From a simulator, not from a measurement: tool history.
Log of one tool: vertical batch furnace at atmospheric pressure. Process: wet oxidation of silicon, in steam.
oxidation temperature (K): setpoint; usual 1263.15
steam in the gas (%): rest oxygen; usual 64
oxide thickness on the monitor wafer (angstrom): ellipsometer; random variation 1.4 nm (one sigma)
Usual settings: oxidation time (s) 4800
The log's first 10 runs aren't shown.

run    hour  oxidation temperature (K)  oxidation time (s)  steam in the gas (%)  wafers since the last listed run  hours since the last temperature calibration  hours since the steam generator was serviced  hours since the gauge calibration  read-back reference wafer on the same gauge, thickness  oxide thickness on the monitor wafer (angstrom)
 11   751.9                    1263.15                4800                    64                               626                                        4236.9                                          1509                             2088.6                                                  310.82                                           3281.9
 12   795.1                    1263.15                4800                    64                               583                                        4280.1                                        1552.2                             2131.8                                                  311.36                                           3256.6
 13   965.5                    1263.15                4800                    64                              2302                                        4450.5                                        1722.6                             2302.2                                                  311.86                                           3290.5
 14  1056.4                    1263.15                4800                    64                              1228                                        4541.4                                        1813.5                             2393.1                                                  311.55                                             3260
     1148.2  -- thermocouples replaced and temperature profile calibrated
 15  1148.7                    1263.15                4800                    64                               922                                           0.5                                        1905.8                             2485.4                                                  310.68                                           3151.8
 16  1175.3                    1263.15                4800                    64                               359                                          27.1                                        1932.4                               2512                                                  311.82                                             3171
 17  1261.4                    1263.15                4800                    64                              1163                                         113.2                                        2018.5                             2598.1                                                  311.11                                           3168.7
 18  1349.8                    1270.15                3540                    56                              1194                                         201.6                                        2106.9                             2686.5                                                  311.17                                           2438.4
 19  1456.7                    1263.15                4800                    64                              1444                                         308.5                                        2213.8                             2793.4                                                  311.24                                             3170
 20  1538.2                    1263.15                4800                    64                              1101                                           390                                        2295.3                             2874.9                                                  311.03                                           3180.1
 21  1783.1                    1285.15                5850                    69                              3308                                         634.9                                        2540.2                             3119.8                                                  311.53                                           4502.2
 22  1952.2                    1287.15                4800                    52                              2284                                           804                                        2709.3                             3288.9                                                  310.26                                           3325.7
       2040  -- steam generator serviced
 23  2040.5                    1263.15                4800                    64                               868                                         892.3                                           0.5                             3377.2                                                  311.92                                           3239.9
 24  2131.9                    1285.15                4800                    64                              1234                                         983.7                                          91.9                             3468.6                                                  311.03                                             3799
 25  2176.4                    1263.15                4800                    64                               601                                        1028.2                                         136.4                             3513.1                                                  311.68                                           3210.2
     2202.6  -- gauge calibrated
 26  2280.2                    1263.15                6960                    64                              1402                                          1132                                         240.2                               77.6                                                  310.63                                           4169.8
 27  2386.6                    1242.15                2850                    71                              1437                                        1238.4                                         346.6                                184                                                  310.69                                           1968.8
 28  2483.9                    1263.15                2670                    70                              1314                                        1335.7                                         443.9                              281.3                                                   311.6                                             2252

Run 29 comes next. What will it give?
 29  2561.9                    1263.15                4800                    64                              1053                                        1413.7                                         521.9                              359.3                                                       ?                                                ?

{"run 29": {"read-back reference wafer on the same gauge, thickness": 311.4, "oxide thickness on the monitor wafer (angstrom)": 3262.9}}
Without the tool's hidden state the same run would have given oxide thickness on the monitor wafer (angstrom) 3184.6.
